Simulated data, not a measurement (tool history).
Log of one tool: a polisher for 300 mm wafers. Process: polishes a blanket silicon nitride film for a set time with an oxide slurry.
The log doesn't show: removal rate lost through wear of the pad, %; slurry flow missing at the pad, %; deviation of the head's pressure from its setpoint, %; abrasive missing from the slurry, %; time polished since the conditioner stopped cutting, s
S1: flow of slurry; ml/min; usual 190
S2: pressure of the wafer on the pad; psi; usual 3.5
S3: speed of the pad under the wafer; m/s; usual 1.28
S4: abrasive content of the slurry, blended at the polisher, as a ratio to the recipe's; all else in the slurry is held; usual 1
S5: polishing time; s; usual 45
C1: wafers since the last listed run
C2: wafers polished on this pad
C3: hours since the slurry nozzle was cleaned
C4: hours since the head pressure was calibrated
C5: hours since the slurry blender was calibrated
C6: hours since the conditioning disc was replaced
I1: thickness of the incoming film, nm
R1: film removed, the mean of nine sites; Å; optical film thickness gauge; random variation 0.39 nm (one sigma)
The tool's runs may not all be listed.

run	day	S1	S2	S3	S4	S5	C1	C2	C3	C4	C5	C6	I1	R1
1	0	190	3.5	1.28	1	45	0	31	1.4	180	116.3	322.3	593.5	313
2	0.554	190	3.5	1.28	1	45	162	193	14.7	193.3	129.6	335.6	591.8	311
3	1.254	190	3.5	1.28	1	45	205	399	31.5	210.1	146.4	352.4	607.1	318
4	1.879	190	3.5	1.28	1.15	45	183	582	46.5	225.1	161.4	367.4	591.8	335
5	2.508	190	3.5	1.28	1.15	45	184	767	61.6	240.2	176.5	382.5	596.7	329
# day 3.092: worn pad replaced by a new one
6	3.258	190	3.5	1.28	1.15	45	171	49	79.6	258.2	194.5	400.5	597.4	326
7	3.946	190	3.5	1.44	1	45	201	250	96.1	274.7	211	417	598.2	336
8	4.392	190	3.5	1.44	1	45	130	381	106.8	285.4	221.7	427.7	604.2	346
9	4.767	190	3.5	1.44	1	45	110	491	115.8	294.4	230.7	436.7	599	338
# day 5.246: conditioning disc replaced and pad reconditioned
10	5.375	190	3.5	1.28	1	45	154	645	130.4	309	245.3	3.1	589.9	304
11	5.792	190	3.5	1.28	1	45	122	768	140.4	319	255.3	13.1	606.3	308
12	6.167	190	3.5	1.28	1	45	110	878	149.4	328	264.3	22.1	597.7	303
# day 6.879: worn pad replaced by a new one
13	6.9	190	3.5	1.28	1	45	166	5	167	345.6	281.9	39.7	604.6	301
14	7.225	190	3.5	1.28	1	45	95	101	174.8	353.4	289.7	47.5	610.4	297
15	7.608	190	3.5	1.28	1	45	112	213	184	362.6	298.9	56.7	597.6	297
16	8.188	190	3.5	1.28	1	45	169	383	197.9	376.5	312.8	70.6	602.7	304
17	8.633	190	3.2	1.28	1.25	45	130	514	208.6	387.2	323.5	81.3	599.6	304
18	9.146	190	3.5	1	1	45	150	665	220.9	399.5	335.8	93.6	607	237
# day 9.408: head pressure recalibrated
19	9.533	190	3.5	1.1	1	50	89	754	230.2	3	345.1	102.9	594.1	294
# day 9.954: worn pad replaced by a new one
20	10.038	190	4.1	1.64	1	52	99	24	242.3	15.1	357.2	115	596	466
21	10.479	190	3.5	1.28	1.15	45	129	154	252.9	25.7	367.8	125.6	595.1	309
22	11.054	190	4.5	1.28	1	29	168	323	266.7	39.5	381.6	139.4	607.3	224
# day 11.517: slurry blender recalibrated
23	11.588	190	3.5	1.28	1	60	132	455	279.5	52.3	1.7	152.2	598.1	435
# day 11.754: slurry nozzle cleaned
24	12.012	190	3.5	1.54	1	45	112	567	6.2	62.5	11.9	162.4	606.8	371
25	12.438	210	3.1	1.12	1	58	124	692	16.4	72.7	22.1	172.6	597.4	347
26	12.75	190	2.5	1.28	1.1	45	91	784	23.9	80.2	29.6	180.1	604.7	255

Forecast run 27:
# day 13.229: worn pad replaced by a new one
27	14.979	245	3.5	0.92	1	45	605	513	77.4	133.7	83.1	233.6	589.7	?

Run 27 gave R1 249 Å.
Without the tool's hidden state the same run would have given R1 255 Å.

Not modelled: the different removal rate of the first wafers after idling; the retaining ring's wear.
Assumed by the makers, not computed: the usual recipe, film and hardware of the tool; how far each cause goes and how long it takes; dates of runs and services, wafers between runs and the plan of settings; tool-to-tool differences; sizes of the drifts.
